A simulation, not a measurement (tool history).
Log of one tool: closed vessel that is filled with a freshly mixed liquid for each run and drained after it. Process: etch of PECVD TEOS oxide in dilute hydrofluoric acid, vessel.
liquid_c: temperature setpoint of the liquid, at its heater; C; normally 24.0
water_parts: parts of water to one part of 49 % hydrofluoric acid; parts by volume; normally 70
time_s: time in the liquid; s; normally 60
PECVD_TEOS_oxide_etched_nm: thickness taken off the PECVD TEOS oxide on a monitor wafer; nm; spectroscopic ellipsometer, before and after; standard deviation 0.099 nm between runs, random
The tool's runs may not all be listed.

run,hour,liquid_c,water_parts,time_s,wafers since the last listed run,hours since the thermometer was replaced,hours since the hydrofluoric acid flow meter was replaced,hours since the gauge calibration,"read-back film thickness of the PECVD TEOS oxide reference wafer, read on the same gauge (nm)",PECVD_TEOS_oxide_etched_nm
1,0.0,24.0,70,60,0,1310.8,1574.7,660.5,110.03,12.73
2,12.6,24.0,70,70,1771,1323.4,1587.3,673.1,110.01,14.82
3,45.1,24.0,70,70,4569,1355.9,1619.8,705.6,109.98,14.94
4,64.4,24.0,70,70,2713,1375.2,1639.1,724.9,110.02,14.84
5,77.7,24.0,60,60,1869,1388.5,1652.4,738.2,110.00,15.05
6,103.8,24.0,70,60,3669,1414.6,1678.5,764.3,109.98,12.78
7,177.1,24.0,50,60,10305,1487.9,1751.8,837.6,110.00,18.05
8,202.2,24.0,50,60,3528,1513.0,1776.9,862.7,110.00,18.28
9,232.1,26.5,70,45,4203,1542.9,1806.8,892.6,109.99,10.47
10,245.1,24.0,70,60,1827,1555.9,1819.8,905.6,110.00,12.56
11,276.6,24.0,70,60,4428,1587.4,1851.3,937.1,110.02,12.69
12,298.6,24.0,70,60,3093,1609.4,1873.3,959.1,109.98,12.60
13,316.7,24.0,70,60,2544,1627.5,1891.4,977.2,110.04,12.66
14,344.0,24.0,70,60,3838,1654.8,1918.7,1004.5,110.00,12.62
15,378.8,24.0,85,60,4892,1689.6,1953.5,1039.3,110.01,10.16
16,397.2,24.0,70,60,2586,1708.0,1971.9,1057.7,109.97,12.67
17,427.9,24.0,70,60,4316,1738.7,2002.6,1088.4,109.99,12.56
18,449.0,24.0,70,35,2966,1759.8,2023.7,1109.5,109.99,7.32
19,463.5,28.0,85,70,2038,1774.3,2038.2,1124.0,109.99,13.62
# hour 472.7: gauge calibrated
20,477.7,20.0,55,40,1996,1788.5,2052.4,5.0,110.02,9.09
21,547.4,24.0,70,60,9799,1858.2,2122.1,74.7,109.99,12.54
22,569.6,24.0,95,60,3121,1880.4,2144.3,96.9,110.02,8.82
23,587.2,24.0,100,35,2474,1898.0,2161.9,114.5,109.95,4.90
24,607.2,24.0,70,60,2811,1918.0,2181.9,134.5,110.05,12.37
25,629.4,24.0,70,60,3121,1940.2,2204.1,156.7,110.02,12.50
26,644.5,28.0,70,60,2122,1955.3,2219.2,171.8,110.01,14.60
27,671.1,22.0,85,50,3739,1981.9,2245.8,198.4,109.99,7.68
# hour 693.4: thermometer replaced
# hour 731.3: hydrofluoric acid flow meter replaced
28,734.6,24.0,70,60,8646,41.2,3.3,261.9,110.02,13.52
29,748.4,24.0,70,60,1940,55.0,17.1,275.7,109.99,13.56
30,852.5,24.0,70,30,14635,159.1,121.2,379.8,110.00,6.84

For run 31, what comes out?
31,873.6,22.0,55,45,2966,180.2,142.3,400.9,?,?

Run 31 measured read-back film thickness of the PECVD TEOS oxide reference wafer, read on the same gauge (nm) 109.98, PECVD_TEOS_oxide_etched_nm 12.02 nm.
With the hidden condition absent and the run-to-run variation left alone, this run would have shown PECVD_TEOS_oxide_etched_nm 12.14 nm.
